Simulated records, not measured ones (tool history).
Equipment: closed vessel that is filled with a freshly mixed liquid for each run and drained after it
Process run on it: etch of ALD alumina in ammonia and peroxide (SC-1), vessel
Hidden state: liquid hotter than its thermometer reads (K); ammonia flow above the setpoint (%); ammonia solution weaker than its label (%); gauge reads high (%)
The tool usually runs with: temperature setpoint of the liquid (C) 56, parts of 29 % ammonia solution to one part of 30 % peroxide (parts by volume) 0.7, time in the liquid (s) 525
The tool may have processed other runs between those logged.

run,day,temperature setpoint of the liquid (C),parts of 29 % ammonia solution to one part of 30 % peroxide (parts by volume),time in the liquid (s),wafers since the last listed run,hours since the thermometer was replaced,hours since the ammonia flow meter was replaced,hours since the drum of ammonia solution was connected,hours since the gauge calibration,"read-back film thickness of the ALD alumina reference wafer, read on the same gauge (nm)",thickness taken off the ALD alumina on a monitor wafer (nm)
1,0,56,0.7,525,0,121.6,1296.2,408.7,2790.9,50.01,38.86
2,2.704,56,0.7,525,5420,186.5,1361.1,473.6,2855.8,49.98,39.55
3,4.954,56,0.7,525,4509,240.5,1415.1,527.6,2909.8,49.98,39.46
4,6.583,56,0.7,525,3265,279.6,1454.2,566.7,2948.9,49.98,38.69
# day 9.825: new drum of ammonia solution connected
5,10.738,56,0.7,525,8243,379.3,1553.9,21.9,3048.6,49.98,39.52
6,13.004,56,0.7,525,4543,433.7,1608.3,76.3,3103,50,39.4
7,15.096,56,0.7,525,4192,483.9,1658.5,126.5,3153.2,50.03,39.93
# day 17.362: ammonia flow meter replaced
8,19.438,56,0.55,525,8619,588.1,49.8,230.7,3257.4,49.99,38.82
9,22.771,50.5,0.6,525,6681,668.1,129.8,310.7,3337.4,50.01,29.52
10,25.304,63.5,0.7,370,5077,728.9,190.6,371.5,3398.2,49.99,41.78
11,28.975,56,0.9,795,7357,817,278.7,459.6,3486.3,49.98,62.9
# day 32.196: gauge calibrated
12,32.771,56,0.7,525,7608,908.1,369.8,550.7,13.8,50.01,40.55
# day 33.283: new drum of ammonia solution connected
13,36.883,51.5,0.8,220,8159,1006.8,468.5,86.4,112.5,49.98,13.71
14,39.104,50.5,0.8,705,4451,1060.1,521.8,139.7,165.8,49.99,41.87
15,43.038,59,0.7,525,7884,1154.5,616.2,234.1,260.2,50,48.37
# day 43.988: thermometer replaced
16,45.646,59.5,0.7,320,5144,39.8,678.8,296.7,322.8,50.03,28.12
17,48.825,56,0.5,720,6372,116.1,755.1,373,399.1,50.01,50.88
18,50.562,48.5,0.7,270,3482,157.8,796.8,414.7,440.8,49.98,13.41
19,53.471,56,0.7,335,5829,227.6,866.6,484.5,510.6,50.02,25.12
20,55.021,56,0.7,525,3106,264.8,903.8,521.7,547.8,50.01,39.26
# day 55.771: new drum of ammonia solution connected
21,57.871,50,0.55,225,5629,333.2,972.2,50.4,616.2,49.99,11.93
22,60.288,56,0.7,525,4844,391.2,1030.2,108.4,674.2,49.99,39.81
23,63.446,56,0.5,760,6330,467,1106,184.2,750,49.98,55.29
24,66.279,56,0.7,715,5679,535,1174,252.2,818,50.01,54.22
25,69.821,51.5,1,385,7099,620,1259,337.2,903,50.01,23.9
26,73.075,51.5,1,745,6522,698.1,1337.1,415.3,981.1,49.98,46.42
27,75.954,51.5,1,385,5771,767.2,1406.2,484.4,1050.2,49.99,24.17
# day 76.562: ammonia flow meter replaced
# day 79.142: new drum of ammonia solution connected
28,80.112,47,0.7,525,8168,867,85.2,23.3,1150,49.99,24.9
29,81.696,47,0.4,430,3173,905,123.2,61.3,1188,49.99,19.43

Here are 4 independent what-if runs from the current tool condition. What would each one return?
A,81.729,56,0.7,525,66,905.8,124,62.1,1188.8,?,?
B,81.729,50,0.5,525,66,905.8,124,62.1,1188.8,?,?
C,81.729,50,0.7,750,66,905.8,124,62.1,1188.8,?,?
D,81.729,56,0.7,285,66,905.8,124,62.1,1188.8,?,?

run,"read-back film thickness of the ALD alumina reference wafer, read on the same gauge (nm)",thickness taken off the ALD alumina on a monitor wafer (nm)
A,50.02,40.24
B,50.02,28.27
C,50.02,41.7
D,50.02,21.85
The same runs, with their run-to-run variation unchanged, on a tool lacking any hidden condition would have given:
run,thickness taken off the ALD alumina on a monitor wafer (nm)
A,38.36
B,26.89
C,39.67
D,20.82
